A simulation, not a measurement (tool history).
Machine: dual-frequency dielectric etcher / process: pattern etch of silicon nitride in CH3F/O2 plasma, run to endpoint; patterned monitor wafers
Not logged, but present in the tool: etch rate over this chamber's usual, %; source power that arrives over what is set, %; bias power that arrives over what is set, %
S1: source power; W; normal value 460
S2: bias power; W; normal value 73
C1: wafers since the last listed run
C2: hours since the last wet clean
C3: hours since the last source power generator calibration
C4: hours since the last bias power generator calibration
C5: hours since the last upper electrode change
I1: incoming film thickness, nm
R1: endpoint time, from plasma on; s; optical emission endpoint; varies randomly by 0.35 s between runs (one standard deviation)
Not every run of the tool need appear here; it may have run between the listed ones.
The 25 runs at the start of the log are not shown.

| run | day | S1 | S2 | C1 | C2 | C3 | C4 | C5 | I1 | R1 |
|---|---|---|---|---|---|---|---|---|---|---|
| 26 | 24.008 | 460 | 73 | 144 | 281.3 | 443.7 | 66.1 | 30.8 | 60.5 | 71.3 |
| 27 | 24.8 | 540 | 80 | 152 | 300.3 | 462.7 | 85.1 | 49.8 | 60.7 | 64.2 |
| 28 | 26.229 | 460 | 73 | 274 | 334.6 | 497 | 119.4 | 84.1 | 60.9 | 72 |
| 29 | 27.05 | 460 | 64 | 157 | 354.3 | 516.7 | 139.1 | 103.8 | 60.7 | 74.8 |
| 30 | 28.433 | 520 | 57 | 266 | 387.5 | 549.9 | 172.3 | 137 | 61 | 75.5 |
| 31 | 29.829 | 340 | 68 | 268 | 421 | 583.4 | 205.8 | 170.5 | 60.6 | 84.2 |
| 32 | 30.546 | 540 | 85 | 137 | 438.2 | 600.6 | 223 | 187.7 | 60.5 | 62.5 |
| 33 | 31.475 | 460 | 73 | 178 | 460.5 | 622.9 | 245.3 | 210 | 60.2 | 71.7 |
| 34 | 32.754 | 490 | 73 | 245 | 491.2 | 653.6 | 276 | 240.7 | 60.4 | 69.7 |

Each row is a separate what-if for the run after 34, all from the same tool condition, not one after another. Results?
| A | 32.775 | 510 | 73 | 4 | 491.7 | 654.1 | 276.5 | 241.2 | 61.1 | ? |
| B | 32.775 | 560 | 61 | 4 | 491.7 | 654.1 | 276.5 | 241.2 | 61.1 | ? |
| C | 32.775 | 360 | 85 | 4 | 491.7 | 654.1 | 276.5 | 241.2 | 61.1 | ? |
| D | 32.775 | 570 | 89 | 4 | 491.7 | 654.1 | 276.5 | 241.2 | 61.1 | ? |
| E | 32.775 | 560 | 62 | 4 | 491.7 | 654.1 | 276.5 | 241.2 | 61.1 | ? |

| run | R1 |
|---|---|
| A | 69.6 |
| B | 71.7 |
| C | 76.2 |
| D | 61.2 |
| E | 71.3 |
Without the tool's unlogged condition, the same runs would have read:
| run | R1 |
|---|---|
| A | 66.6 |
| B | 68.7 |
| C | 73 |
| D | 58.6 |
| E | 68.3 |
